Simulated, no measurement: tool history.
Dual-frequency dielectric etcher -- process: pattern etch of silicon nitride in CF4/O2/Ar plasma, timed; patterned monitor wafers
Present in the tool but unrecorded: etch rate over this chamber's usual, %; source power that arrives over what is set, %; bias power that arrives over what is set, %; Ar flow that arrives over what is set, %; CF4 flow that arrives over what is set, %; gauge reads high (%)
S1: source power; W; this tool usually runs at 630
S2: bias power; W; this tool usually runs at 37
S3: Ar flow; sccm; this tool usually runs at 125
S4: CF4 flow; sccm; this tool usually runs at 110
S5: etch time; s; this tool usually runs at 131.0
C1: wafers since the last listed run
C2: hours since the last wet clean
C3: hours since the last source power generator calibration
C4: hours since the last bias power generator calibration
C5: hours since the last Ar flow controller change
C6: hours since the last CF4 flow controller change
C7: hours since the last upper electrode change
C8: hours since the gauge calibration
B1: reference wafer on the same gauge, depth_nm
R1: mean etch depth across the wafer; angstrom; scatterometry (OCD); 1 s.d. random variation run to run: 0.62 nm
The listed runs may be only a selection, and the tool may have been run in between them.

run     day   S1  S2   S3   S4     S5   C1     C2      C3     C4      C5      C6      C7     C8     B1    R1
  1   0.000  670  37  125  110  131.0    0   12.8  2318.1    0.5  4156.6  4642.8  2477.6  176.0  236.0  2832
  2   0.904  630  37  125  110  131.0  141   34.5  2339.8   22.2  4178.3  4664.5  2499.3  197.7  235.9  2718
  3   2.175  630  37  125  110  131.0  198   65.0  2370.3   52.7  4208.8  4695.0  2529.8  228.2  236.0  2723
  4   3.458  630  37  125  110  131.0  200   95.8  2401.1   83.5  4239.6  4725.8  2560.6  259.0  236.1  2728
  5   4.042  630  37  125  110  131.0   91  109.8  2415.1   97.5  4253.6  4739.8  2574.6  273.0  236.1  2727
  6   4.942  630  37  125  110  131.0  140  131.4  2436.7  119.1  4275.2  4761.4  2596.2  294.6  236.0  2733
  7   6.025  630  37  125  110  131.0  169  157.4  2462.7  145.1  4301.2  4787.4  2622.2  320.6  236.0  2745
      6.296  -- source power generator calibrated
  8   6.788  630  37  125  110   96.0   93  175.7    11.8  163.4  4319.5  4805.7  2640.5  338.9  235.9  1925
      7.938  -- Ar flow controller replaced
      8.175  -- upper electrode replaced
  9   8.196  630  37   96  103   96.5  143  209.5    45.6  197.2     6.2  4839.5     0.5  372.7  236.1  1996
 10   8.554  630  37  125  110  131.0   55  218.1    54.2  205.8    14.8  4848.1     9.1  381.3  236.1  2647
 11   9.529  630  33  125  110  131.0  152  241.5    77.6  229.2    38.2  4871.5    32.5  404.7  235.9  2507
      9.900  -- CF4 flow controller replaced
 12  10.900  630  37  125  110  131.0  175  274.4   110.5  262.1    71.1    24.0    65.4  437.6  236.1  2645
 13  11.450  630  37  140  120  131.0   85  287.6   123.7  275.3    84.3    37.2    78.6  450.8  235.9  2634
 14  12.250  770  37  125  133  131.0  124  306.8   142.9  294.5   103.5    56.4    97.8  470.0  236.0  3108

For run 15, what comes out?
 15  12.775  760  37  111  110  131.0  82  319.4  155.5  307.1  116.1  69.0  110.4  482.6   ?   ?

B1: 236.0
R1: 3064 angstrom
With no hidden state in the tool, this same run would have given R1 3035 angstrom.
